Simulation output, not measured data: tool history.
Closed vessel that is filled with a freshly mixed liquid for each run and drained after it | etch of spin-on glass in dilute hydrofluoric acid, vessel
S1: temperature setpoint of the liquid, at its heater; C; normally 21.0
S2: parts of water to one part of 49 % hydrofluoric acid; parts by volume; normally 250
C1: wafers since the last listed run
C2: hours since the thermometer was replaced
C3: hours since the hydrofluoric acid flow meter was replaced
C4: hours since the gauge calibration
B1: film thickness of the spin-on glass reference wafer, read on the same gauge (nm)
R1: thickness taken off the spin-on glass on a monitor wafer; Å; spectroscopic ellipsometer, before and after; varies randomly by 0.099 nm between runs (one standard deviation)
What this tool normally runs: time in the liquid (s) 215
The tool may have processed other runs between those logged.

Run 1, hour 0.0: usual settings; C1 0; C2 2535.9; C3 490.0; C4 185.9; B1 50.02. Result: R1 178.4 Å.
Run 2, hour 11.3: usual settings; C1 1114; C2 2547.2; C3 501.3; C4 197.2; B1 49.99. Result: R1 180.2 Å.
Run 3, hour 25.8: usual settings but S1 18.5 C; C1 1430; C2 2561.7; C3 515.8; C4 211.7; B1 49.99. Result: R1 164.0 Å.
Run 4, hour 36.7: usual settings but S1 18.5 C; C1 1075; C2 2572.6; C3 526.7; C4 222.6; B1 50.01. Result: R1 162.8 Å.
Run 5, hour 43.4: usual settings but S1 24.5 C; C1 660; C2 2579.3; C3 533.4; C4 229.3; B1 50.00. Result: R1 204.0 Å.
Run 6, hour 50.0: usual settings; C1 650; C2 2585.9; C3 540.0; C4 235.9; B1 50.01. Result: R1 179.0 Å.
Run 7, hour 64.0: usual settings; C1 1380; C2 2599.9; C3 554.0; C4 249.9; B1 50.02. Result: R1 177.3 Å.
Run 8, hour 78.7: usual settings; C1 1449; C2 2614.6; C3 568.7; C4 264.6; B1 49.98. Result: R1 178.5 Å.
Run 9, hour 94.1: usual settings; C1 1518; C2 2630.0; C3 584.1; C4 280.0; B1 49.99. Result: R1 176.7 Å.
At hour 96.9: gauge calibrated.
Run 10, hour 115.2: usual settings; C1 2081; C2 2651.1; C3 605.2; C4 18.3; B1 50.00. Result: R1 176.1 Å.
Run 11, hour 126.4: usual settings but S1 17.0 C; C1 1104; C2 2662.3; C3 616.4; C4 29.5; B1 49.97. Result: R1 151.7 Å.
At hour 134.7: thermometer replaced.
Run 12, hour 142.7: usual settings; C1 1509; C2 8.0; C3 632.7; C4 45.8; B1 49.98. Result: R1 176.3 Å.
Run 13, hour 150.5: usual settings; C1 769; C2 15.8; C3 640.5; C4 53.6; B1 50.00. Result: R1 175.6 Å.
Run 14, hour 167.1: usual settings but S1 23.0 C, S2 200 parts by volume, time in the liquid (s) 125; C1 1637; C2 32.4; C3 657.1; C4 70.2; B1 49.97. Result: R1 144.4 Å.
Run 15, hour 174.0: usual settings but S1 22.5 C, S2 330 parts by volume, time in the liquid (s) 335; C1 680; C2 39.3; C3 664.0; C4 77.1; B1 49.99. Result: R1 198.3 Å.
Run 16, hour 184.8: usual settings but S1 23.0 C, time in the liquid (s) 340; C1 1065; C2 50.1; C3 674.8; C4 87.9; B1 49.97. Result: R1 295.8 Å.
At hour 194.7: hydrofluoric acid flow meter replaced.
Run 17, hour 195.5: usual settings but S1 18.0 C, time in the liquid (s) 305; C1 956; C2 60.8; C3 0.8; C4 98.6; B1 50.01. Result: R1 243.6 Å.
Run 18, hour 212.9: usual settings but S2 205 parts by volume; C1 1716; C2 78.2; C3 18.2; C4 116.0; B1 49.98. Result: R1 243.9 Å.
Run 19, hour 227.9: usual settings but S1 23.0 C, S2 375 parts by volume, time in the liquid (s) 300; C1 1479; C2 93.2; C3 33.2; C4 131.0; B1 49.98. Result: R1 169.7 Å.
Run 20, hour 236.8: usual settings but S1 19.0 C, S2 295 parts by volume, time in the liquid (s) 280; C1 877; C2 102.1; C3 42.1; C4 139.9; B1 49.99. Result: R1 187.3 Å.
Run 21, hour 246.1: usual settings; C1 917; C2 111.4; C3 51.4; C4 149.2; B1 50.03. Result: R1 191.2 Å.
Run 22, hour 259.2: usual settings but S1 24.5 C, S2 155 parts by volume; C1 1292; C2 124.5; C3 64.5; C4 162.3; B1 50.00. Result: R1 389.2 Å.

Each row is a separate what-if for the run after 22, all from the same tool condition, not one after another. Results?
Run A, hour 259.9: usual settings; C1 69; C2 125.2; C3 65.2; C4 163.0; B1 ?. Result: R1 ?.
Run B, hour 259.9: usual settings but S1 26.0 C, S2 340 parts by volume, time in the liquid (s) 320; C1 69; C2 125.2; C3 65.2; C4 163.0; B1 ?. Result: R1 ?.
Run C, hour 259.9: usual settings but S1 23.0 C, S2 360 parts by volume, time in the liquid (s) 175; C1 69; C2 125.2; C3 65.2; C4 163.0; B1 ?. Result: R1 ?.
Run D, hour 259.9: usual settings but S1 19.0 C, S2 170 parts by volume, time in the liquid (s) 90; C1 69; C2 125.2; C3 65.2; C4 163.0; B1 ?. Result: R1 ?.
Run E, hour 259.9: usual settings but S1 19.0 C; C1 69; C2 125.2; C3 65.2; C4 163.0; B1 ?. Result: R1 ?.

run     B1     R1
  A  49.99  191.1
  B  49.99  227.8
  C  49.99  104.4
  D  49.99  118.0
  E  49.99  177.3
Had the tool no hidden state, the same runs would have come out as:
run     R1
  A  198.2
  B  237.0
  C  108.6
  D  122.2
  E  183.9
